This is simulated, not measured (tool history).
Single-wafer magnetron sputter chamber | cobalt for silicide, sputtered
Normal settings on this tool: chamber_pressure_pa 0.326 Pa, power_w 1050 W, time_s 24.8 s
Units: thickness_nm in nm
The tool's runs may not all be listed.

run,hour,chamber_pressure_pa,power_w,time_s,wafers since the last listed run,wafers on the sputter target,hours since the last manometer calibration,hours since the magnet pack was replaced,hours since the gauge calibration,"read-back reference wafer on the same gauge, thickness_nm",thickness_nm
1,0.0,0.326,1050,24.8,0,3128,1950.7,9734.5,322.6,11.265,13.588
2,63.7,0.326,1050,24.8,1971,5099,2014.4,9798.2,386.3,11.285,13.664
3,110.3,0.428,1050,28.2,1442,6542,2061.0,9844.8,432.9,11.307,15.039
4,167.7,0.428,1050,28.2,1776,8318,2118.4,9902.2,490.3,11.331,15.046
# hour 183.1: gauge calibrated
# hour 184.6: sputter target and shields replaced
5,210.5,0.428,1050,28.2,1077,801,2161.2,9945.0,27.4,11.169,14.884
6,279.3,0.275,1050,22.7,2129,2931,2230.0,10013.8,96.2,11.189,12.483
7,339.6,0.275,1050,22.7,1866,4797,2290.3,10074.1,156.5,11.187,12.555
# hour 362.8: capacitance manometer re-zeroed and calibrated
8,379.6,0.275,1050,22.7,990,5788,16.8,10114.1,196.5,11.198,12.553
9,431.6,0.326,1050,24.8,1609,7397,68.8,10166.1,248.5,11.195,13.529
# hour 450.4: sputter target and shields replaced
10,503.5,0.326,1250,21.7,1977,1642,140.7,10238.0,320.4,11.236,14.140
# hour 564.3: magnet pack replaced
11,564.8,0.412,800,22.1,1649,3292,202.0,0.5,381.7,11.243,8.979
# hour 659.1: gauge calibrated
12,680.4,0.197,1050,24.8,3578,6870,317.6,116.1,21.3,11.211,14.056
# hour 697.7: sputter target and shields replaced
13,712.7,0.326,900,24.8,752,465,349.9,148.4,53.6,11.208,11.641
14,776.1,0.384,1050,24.8,1962,2427,413.3,211.8,117.0,11.224,13.272
15,844.2,0.326,1050,24.8,2107,4535,481.4,279.9,185.1,11.229,13.550
16,898.7,0.326,1050,24.8,1686,6222,535.9,334.4,239.6,11.244,13.495
# hour 922.5: sputter target and shields replaced
17,960.4,0.326,1050,26.9,1662,1174,597.6,396.1,301.3,11.254,14.738

Hidden state at the last listed run before each entry between runs and at the first one after, where it differs:
Between runs 4 and 5: gauge calibrated (hour 183.1); sputter target and shields replaced (hour 184.6)
  gauge reads high (%): 1.12 -> -0.228
  difference, measured minus the result without the unlogged condition, thickness_nm: +0.167 -> -0.034 nm
Between runs 7 and 8: capacitance manometer re-zeroed and calibrated (hour 362.8)
  gauge reads high (%): -0.118 -> -0.0519
  difference, measured minus the result without the unlogged condition, thickness_nm: -0.015 -> -0.006 nm
Between runs 9 and 10: sputter target and shields replaced (hour 450.4)
  gauge reads high (%): 0.056 -> 0.247
  difference, measured minus the result without the unlogged condition, thickness_nm: +0.007 -> +0.035 nm
Between runs 10 and 11: magnet pack replaced (hour 564.3)
  gauge reads high (%): 0.247 -> 0.447
  difference, measured minus the result without the unlogged condition, thickness_nm: +0.035 -> +0.040 nm
Between runs 11 and 12: gauge calibrated (hour 659.1)
  gauge reads high (%): 0.447 -> 0.0567
  difference, measured minus the result without the unlogged condition, thickness_nm: +0.040 -> +0.008 nm
Between runs 12 and 13: sputter target and shields replaced (hour 697.7)
  gauge reads high (%): 0.0567 -> 0.068
  difference, measured minus the result without the unlogged condition, thickness_nm: +0.008 -> +0.008 nm
Between runs 16 and 17: sputter target and shields replaced (hour 922.5)
  gauge reads high (%): 0.322 -> 0.478
  difference, measured minus the result without the unlogged condition, thickness_nm: +0.044 -> +0.070 nm

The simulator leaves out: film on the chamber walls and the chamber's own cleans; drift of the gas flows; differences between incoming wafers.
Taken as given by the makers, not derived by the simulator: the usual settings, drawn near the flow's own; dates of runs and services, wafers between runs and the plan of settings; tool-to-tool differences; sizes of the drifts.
